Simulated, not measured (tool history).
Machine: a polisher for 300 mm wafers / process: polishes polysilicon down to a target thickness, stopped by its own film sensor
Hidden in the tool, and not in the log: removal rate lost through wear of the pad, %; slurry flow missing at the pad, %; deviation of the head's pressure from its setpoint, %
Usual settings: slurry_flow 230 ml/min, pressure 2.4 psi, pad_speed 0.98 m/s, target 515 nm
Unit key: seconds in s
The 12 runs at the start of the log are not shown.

run,hour,slurry_flow,pressure,pad_speed,target,wafers since the last listed run,wafers polished on this pad,hours since the slurry nozzle was cleaned,hours since the head pressure was calibrated,"incoming thickness of the incoming film, nm",seconds
13,282.4,230,2.4,0.98,335,331,1977,715.7,983.8,1191.9,130.2
14,299.6,230,2.4,0.98,515,205,2183,732.9,1001,1211.9,101.2
15,316.5,230,2.4,0.98,515,202,2385,749.8,1017.9,1194.9,102.3
# hour 328.4: worn pad replaced by a new one
# hour 343.6: slurry nozzle cleaned
16,351.8,230,2.4,0.98,515,362,268,8.2,1053.2,1207.6,99.6
# hour 376.3: head pressure recalibrated
17,384.8,285,2.4,0.98,515,371,639,41.2,8.5,1192.1,90.5
18,414.8,300,2.4,0.76,515,359,998,71.2,38.5,1225.5,117.5
19,441.9,285,2.4,1.3,515,324,1323,98.3,65.6,1188,69.6
20,475.5,230,2.4,0.98,515,402,1725,131.9,99.2,1198.3,90.8
21,508.4,230,2.4,1.26,753,394,2119,164.8,132.1,1219.6,47.4
22,528.3,230,2.4,0.98,286,238,2358,184.7,152,1199.3,121.9
# hour 546.4: worn pad replaced by a new one
23,551.7,290,1.9,0.98,515,232,63,208.1,175.4,1214.5,107
24,577,205,2.4,0.98,515,303,366,233.4,200.7,1198.5,91.5
25,610.1,230,2.4,0.98,515,396,762,266.5,233.8,1200.7,91.4
26,634.2,230,2.4,0.98,693,288,1051,290.6,257.9,1217.2,68.8
27,654.5,200,3.1,1.22,686,243,1294,310.9,278.2,1201.7,45.1
28,669.8,185,1.7,0.72,612,183,1477,326.2,293.5,1232.8,151.2
29,685,230,2.4,0.98,749,182,1659,341.4,308.7,1227.7,66.7
30,702.1,265,3.1,0.98,338,204,1864,358.5,325.8,1206.5,95.2
# hour 734: worn pad replaced by a new one
31,736.6,230,1.7,0.78,515,365,31,393,360.3,1207.6,154
32,771.2,230,2.4,0.98,515,414,446,427.6,394.9,1218.1,97.1
33,805.4,230,2.4,0.98,515,409,855,461.8,429.1,1208.5,92.5
34,857.1,190,2.4,0.98,515,619,1474,513.5,480.8,1200.3,93.1
35,891.4,285,3.1,0.98,515,410,1885,547.8,515.1,1225.4,78
36,906.5,230,2.4,0.98,515,180,2066,562.9,530.2,1225.1,97.4
# hour 920.4: worn pad replaced by a new one
37,940,230,3.1,0.98,436,353,234,596.4,563.7,1203.9,84.6

Consider 4 possible next runs. They are alternatives, not a sequence: every one starts from the tool as it was left by run 37. What does each give?
A,940.5,230,2.4,0.98,515,5,240,596.9,564.2,1191,?
B,940.5,230,2.7,0.88,435,5,240,596.9,564.2,1191,?
C,940.5,180,2.1,0.98,515,5,240,596.9,564.2,1191,?
D,940.5,230,2,0.86,515,5,240,596.9,564.2,1191,?

run,seconds
A,93.2
B,106.1
C,106.2
D,121.4
The same runs, with their run-to-run variation unchanged, on a tool lacking any hidden condition would have given:
run,seconds
A,90.6
B,103.2
C,103.3
D,118
